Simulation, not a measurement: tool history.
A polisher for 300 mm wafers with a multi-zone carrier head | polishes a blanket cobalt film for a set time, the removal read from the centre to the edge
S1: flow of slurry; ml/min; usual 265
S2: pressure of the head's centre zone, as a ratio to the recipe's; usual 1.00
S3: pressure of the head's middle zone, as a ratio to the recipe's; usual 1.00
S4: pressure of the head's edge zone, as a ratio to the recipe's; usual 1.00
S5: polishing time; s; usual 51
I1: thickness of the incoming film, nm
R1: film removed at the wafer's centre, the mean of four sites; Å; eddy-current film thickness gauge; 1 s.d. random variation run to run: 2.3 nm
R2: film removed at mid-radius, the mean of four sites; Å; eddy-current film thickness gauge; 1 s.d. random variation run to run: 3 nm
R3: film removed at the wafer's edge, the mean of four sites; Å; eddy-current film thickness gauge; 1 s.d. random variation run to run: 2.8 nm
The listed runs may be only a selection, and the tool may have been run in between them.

run 1 day=0.000 | S1=265 S2=1.00 S3=1.00 S4=1.00 S5=51 | I1=777.4 | R1=3059 R2=3198 R3=3243
run 2 day=1.508 | S1=265 S2=1.00 S3=1.00 S4=1.00 S5=51 | I1=780.0 | R1=3056 R2=3225 R3=3228
run 3 day=4.908 | S1=265 S2=1.08 S3=1.00 S4=1.00 S5=51 | I1=766.9 | R1=3333 R2=3141 R3=3212
-- day=6.662 carrier head's membrane replaced by a new one
run 4 day=8.121 | S1=265 S2=1.00 S3=1.00 S4=1.00 S5=51 | I1=784.4 | R1=3044 R2=3135 R3=3169
-- day=10.058 edge zone pressure recalibrated
run 5 day=14.221 | S1=265 S2=0.95 S3=1.00 S4=1.00 S5=51 | I1=784.8 | R1=2875 R2=3059 R3=3203
run 6 day=17.021 | S1=265 S2=1.00 S3=1.00 S4=1.00 S5=51 | I1=780.9 | R1=3024 R2=3105 R3=3129
run 7 day=21.346 | S1=265 S2=1.00 S3=1.00 S4=1.00 S5=51 | I1=781.3 | R1=3041 R2=3097 R3=3155
run 8 day=24.229 | S1=295 S2=1.00 S3=0.97 S4=1.00 S5=51 | I1=779.8 | R1=3057 R2=3050 R3=3149
run 9 day=28.317 | S1=265 S2=1.00 S3=0.89 S4=1.00 S5=51 | I1=786.1 | R1=3007 R2=2787 R3=3122
-- day=28.867 worn pad replaced by a new one
-- day=31.775 slurry nozzle cleaned
run 10 day=32.704 | S1=265 S2=1.00 S3=1.04 S4=1.00 S5=51 | I1=793.7 | R1=3143 R2=3251 R3=3226
run 11 day=37.096 | S1=265 S2=1.00 S3=1.00 S4=0.90 S5=51 | I1=795.0 | R1=3093 R2=3127 R3=3118
run 12 day=41.283 | S1=265 S2=1.00 S3=1.00 S4=1.00 S5=51 | I1=773.4 | R1=3064 R2=3141 R3=3131
run 13 day=43.012 | S1=300 S2=1.10 S3=0.92 S4=0.89 S5=51 | I1=785.3 | R1=3382 R2=2975 R3=3049
-- day=44.421 centre zone pressure recalibrated
run 14 day=45.008 | S1=265 S2=1.10 S3=1.00 S4=1.00 S5=56 | I1=793.0 | R1=3708 R2=3372 R3=3476
run 15 day=48.854 | S1=265 S2=1.00 S3=0.93 S4=1.00 S5=36 | I1=780.6 | R1=2113 R2=2105 R3=2206
run 16 day=51.446 | S1=265 S2=1.00 S3=1.00 S4=1.00 S5=51 | I1=779.7 | R1=3050 R2=3094 R3=3173
run 17 day=55.204 | S1=265 S2=0.95 S3=1.10 S4=1.09 S5=46 | I1=786.7 | R1=2595 R2=3052 R3=2968
-- day=58.688 worn pad replaced by a new one
run 18 day=59.375 | S1=265 S2=1.00 S3=1.00 S4=1.05 S5=51 | I1=782.4 | R1=2973 R2=3083 R3=3169
run 19 day=60.917 | S1=265 S2=1.03 S3=1.00 S4=1.00 S5=51 | I1=781.0 | R1=3094 R2=3091 R3=3134
run 20 day=64.225 | S1=265 S2=1.12 S3=1.00 S4=0.93 S5=51 | I1=768.0 | R1=3384 R2=3077 R3=3011
-- day=67.254 slurry nozzle cleaned
run 21 day=68.167 | S1=205 S2=1.00 S3=1.04 S4=1.00 S5=51 | I1=764.8 | R1=3048 R2=3251 R3=3193
-- day=70.258 carrier head's membrane replaced by a new one
-- day=71.396 edge zone pressure recalibrated
run 22 day=71.583 | S1=265 S2=0.95 S3=1.00 S4=1.00 S5=35 | I1=776.7 | R1=2035 R2=2171 R3=2203
run 23 day=80.300 | S1=265 S2=0.93 S3=1.00 S4=1.00 S5=51 | I1=775.2 | R1=2821 R2=3149 R3=3209

Branching from run 23: 3 alternative next runs. What would each branch give?
run A day=80.317 | S1=265 S2=1.00 S3=1.00 S4=0.97 S5=51 | I1=795.2 | R1=? R2=? R3=?
run B day=80.317 | S1=265 S2=1.00 S3=0.96 S4=1.00 S5=67 | I1=795.2 | R1=? R2=? R3=?
run C day=80.317 | S1=265 S2=1.00 S3=1.10 S4=0.91 S5=66 | I1=795.2 | R1=? R2=? R3=?

run=A R1=3056 R2=3170 R3=3149
run=B R1=4014 R2=4040 R3=4179
run=C R1=3958 R2=4411 R3=3989
What these runs would have given with no unlogged condition in the tool:
run=A R1=3149 R2=3257 R3=3214
run=B R1=4136 R2=4150 R3=4265
run=C R1=4078 R2=4532 R3=4072
